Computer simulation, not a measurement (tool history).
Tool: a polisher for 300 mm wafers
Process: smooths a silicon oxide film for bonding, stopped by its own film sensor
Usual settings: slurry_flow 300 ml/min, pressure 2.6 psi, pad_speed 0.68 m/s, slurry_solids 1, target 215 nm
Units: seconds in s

run	hour	slurry_flow	pressure	pad_speed	slurry_solids	target	incoming thickness of the incoming film, nm	seconds
1	0	300	2.6	0.8	1	215	252.2	64.7
# hour 75.9: worn pad replaced by a new one
2	291	300	2.6	0.68	1	215	251.3	76.3
# hour 385.4: head pressure recalibrated
3	386.7	300	2.6	0.68	1	215	253.9	83
4	434.5	300	2.6	0.68	1	215	248.8	72.7
# hour 462: slurry nozzle cleaned
5	492.6	300	2.6	0.68	1	215	249.9	79.3
6	581.3	300	2.6	0.68	1	215	251.7	83.7
# hour 587.1: slurry blender recalibrated, repeated, since the last time left the tool worse
7	677.7	220	2.6	0.84	1.25	224	250.7	34
8	714.5	330	2.2	0.68	1.25	215	247.5	51.9
9	813.2	235	2.6	0.68	0.75	215	252.7	77.6
10	883.5	300	2.1	0.68	1.1	215	247.1	56.8
# hour 918.5: worn pad replaced by a new one
11	963.1	300	2.6	0.68	1	215	249.6	57
# hour 1133.7: head pressure recalibrated
# hour 1170.2: slurry nozzle cleaned
12	1181.8	370	3.4	0.5	0.9	215	253.1	64.8
13	1233.1	300	3.3	0.68	1	215	249.5	48.7
14	1301	300	1.9	0.68	1	222	248.6	57.6
# hour 1311.5: slurry blender recalibrated
15	1392.4	365	3.1	0.68	1.1	226	250.6	31.1
16	1452.1	300	2.6	0.68	1	215	250.8	54.2
17	1707.3	300	3	0.86	1.2	205	250.4	52.7
# hour 1717.4: worn pad replaced by a new one
18	1786.8	395	2.6	0.68	1	211	251.1	63.6
19	1828.9	200	2	0.68	1	215	247.9	69.7
# hour 1879: slurry nozzle cleaned
20	1931.4	270	2.6	0.62	1	215	249.5	63.3
21	1983	300	2.6	0.8	1.3	215	247.8	42.9
# hour 1990.8: head pressure recalibrated
# hour 2012: slurry blender recalibrated
22	2031.3	300	2.1	0.68	0.75	206	251.8	101.7
23	2121	300	2.6	0.68	0.8	215	252.4	69.8
24	2219.1	300	2.6	0.58	1	221	246.6	46.2
25	2300.8	300	2.3	0.68	1	206	249.9	77.9
26	2393.5	300	2.6	0.68	1	215	249.1	56.6
# hour 2416: worn pad replaced by a new one
27	2439	270	3.4	0.68	1	215	253.6	50.3
28	2481.6	245	2.6	0.68	1	215	250.8	58.6
29	2538.8	300	2.6	0.8	1	215	249.1	51.3
30	2579.1	300	2.6	0.68	1	215	249.2	57.4
# hour 2633.2: slurry nozzle cleaned
31	2682.9	235	2.6	0.68	1.15	215	250.2	56.2

3 ways to go on from here, each from the tool as it stands after run 31. What would each give?
A	2683.3	300	2	0.68	1	215	253	?
B	2683.3	300	2.6	0.68	0.85	215	253	?
C	2683.3	400	2.6	0.68	1.1	215	253	?

run	seconds
A	79.5
B	73.1
C	59.8
Without the tool's hidden state the same runs would have given:
run	seconds
A	71.4
B	64.9
C	54.1
